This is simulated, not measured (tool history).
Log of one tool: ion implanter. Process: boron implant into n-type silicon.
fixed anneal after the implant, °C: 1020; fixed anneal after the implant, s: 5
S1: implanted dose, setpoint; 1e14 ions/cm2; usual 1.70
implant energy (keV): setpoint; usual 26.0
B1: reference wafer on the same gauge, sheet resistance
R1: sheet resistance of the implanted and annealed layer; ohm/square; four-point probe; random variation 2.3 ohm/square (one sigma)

{"run": 1, "hour": 0.0, "S1": 1.7, "implant energy (keV)": 28.0, "B1": 491.74, "R1": 576.67}
{"run": 2, "hour": 41.0, "S1": 1.7, "implant energy (keV)": 22.5, "B1": 492.21, "R1": 597.3}
{"run": 3, "hour": 98.7, "S1": 1.7, "implant energy (keV)": 22.5, "B1": 491.93, "R1": 593.21}
{"run": 4, "hour": 133.1, "S1": 1.7, "implant energy (keV)": 26.0, "B1": 492.1, "R1": 581.97}
{"run": 5, "hour": 186.5, "S1": 1.7, "implant energy (keV)": 26.0, "B1": 492.11, "R1": 585.19}
{"run": 6, "hour": 248.9, "S1": 1.7, "implant energy (keV)": 26.0, "B1": 492.08, "R1": 582.38}
{"run": 7, "hour": 319.9, "S1": 1.7, "implant energy (keV)": 26.0, "B1": 492.42, "R1": 581.32}
{"run": 8, "hour": 364.6, "S1": 1.7, "implant energy (keV)": 26.0, "B1": 491.9, "R1": 585.9}
{"run": 9, "hour": 426.4, "S1": 1.7, "implant energy (keV)": 19.5, "B1": 492.04, "R1": 608.24}
{"run": 10, "hour": 454.5, "S1": 1.7, "implant energy (keV)": 19.5, "B1": 492.21, "R1": 606.69}
{"run": 11, "hour": 481.6, "S1": 2.07, "implant energy (keV)": 26.0, "B1": 492.19, "R1": 501.89}
{"run": 12, "hour": 550.0, "S1": 2.07, "implant energy (keV)": 26.0, "B1": 491.8, "R1": 503.0}
{"run": 13, "hour": 596.8, "S1": 2.07, "implant energy (keV)": 26.0, "B1": 491.95, "R1": 500.58}
{"run": 14, "hour": 659.9, "S1": 1.7, "implant energy (keV)": 26.0, "B1": 492.15, "R1": 582.16}
{"run": 15, "hour": 704.6, "S1": 1.7, "implant energy (keV)": 19.5, "B1": 492.02, "R1": 614.16}
{"run": 16, "hour": 792.1, "S1": 1.48, "implant energy (keV)": 19.0, "B1": 492.1, "R1": 680.33}
{"run": 17, "hour": 834.7, "S1": 1.25, "implant energy (keV)": 23.5, "B1": 491.81, "R1": 753.01}
{"run": 18, "hour": 881.2, "S1": 1.9, "implant energy (keV)": 18.5, "B1": 491.63, "R1": 555.52}
{"run": 19, "hour": 942.3, "S1": 1.7, "implant energy (keV)": 17.5, "B1": 492.15, "R1": 614.14}
{"run": 20, "hour": 1006.3, "S1": 1.7, "implant energy (keV)": 26.0, "B1": 492.17, "R1": 584.39}
{"hour": 1067.4, "done": "Faraday cup replaced and dose calibrated"}
{"run": 21, "hour": 1067.9, "S1": 1.88, "implant energy (keV)": 31.0, "B1": 492.0, "R1": 525.75}
{"hour": 1097.3, "done": "gauge calibrated"}
{"hour": 1181.1, "done": "extraction supply calibrated"}
{"run": 22, "hour": 1219.4, "S1": 2.02, "implant energy (keV)": 19.5, "B1": 491.68, "R1": 529.58}
{"run": 23, "hour": 1307.5, "S1": 1.5, "implant energy (keV)": 26.0, "B1": 492.12, "R1": 645.53}
{"run": 24, "hour": 1352.0, "S1": 1.96, "implant energy (keV)": 21.5, "B1": 492.39, "R1": 533.55}
{"run": 25, "hour": 1393.7, "S1": 1.7, "implant energy (keV)": 26.0, "B1": 491.87, "R1": 584.89}
{"run": 26, "hour": 1434.1, "S1": 2.18, "implant energy (keV)": 26.0, "B1": 491.8, "R1": 481.06}
{"run": 27, "hour": 1477.5, "S1": 1.19, "implant energy (keV)": 31.0, "B1": 491.99, "R1": 740.67}
{"run": 28, "hour": 1504.1, "S1": 1.9, "implant energy (keV)": 31.0, "B1": 492.02, "R1": 524.74}
{"run": 29, "hour": 1554.7, "S1": 1.88, "implant energy (keV)": 26.0, "B1": 492.17, "R1": 541.96}

5 ways to go on from here, each from the tool as it stands after run 29. What would each give?
{"run": "A", "hour": 1555.1, "S1": 1.7, "implant energy (keV)": 28.5, "B1": "?", "R1": "?"}
{"run": "B", "hour": 1555.1, "S1": 1.7, "implant energy (keV)": 21.5, "B1": "?", "R1": "?"}
{"run": "C", "hour": 1555.1, "S1": 1.27, "implant energy (keV)": 34.0, "B1": "?", "R1": "?"}
{"run": "D", "hour": 1555.1, "S1": 1.28, "implant energy (keV)": 29.0, "B1": "?", "R1": "?"}
{"run": "E", "hour": 1555.1, "S1": 1.4, "implant energy (keV)": 33.5, "B1": "?", "R1": "?"}

run=A B1=491.79 R1=578.14
run=B B1=491.79 R1=601.79
run=C B1=491.79 R1=698.46
run=D B1=491.79 R1=714.25
run=E B1=491.79 R1=652.03
Without the tool's hidden state the same runs would have given:
run=A R1=578.14
run=B R1=601.79
run=C R1=698.46
run=D R1=714.25
run=E R1=652.03
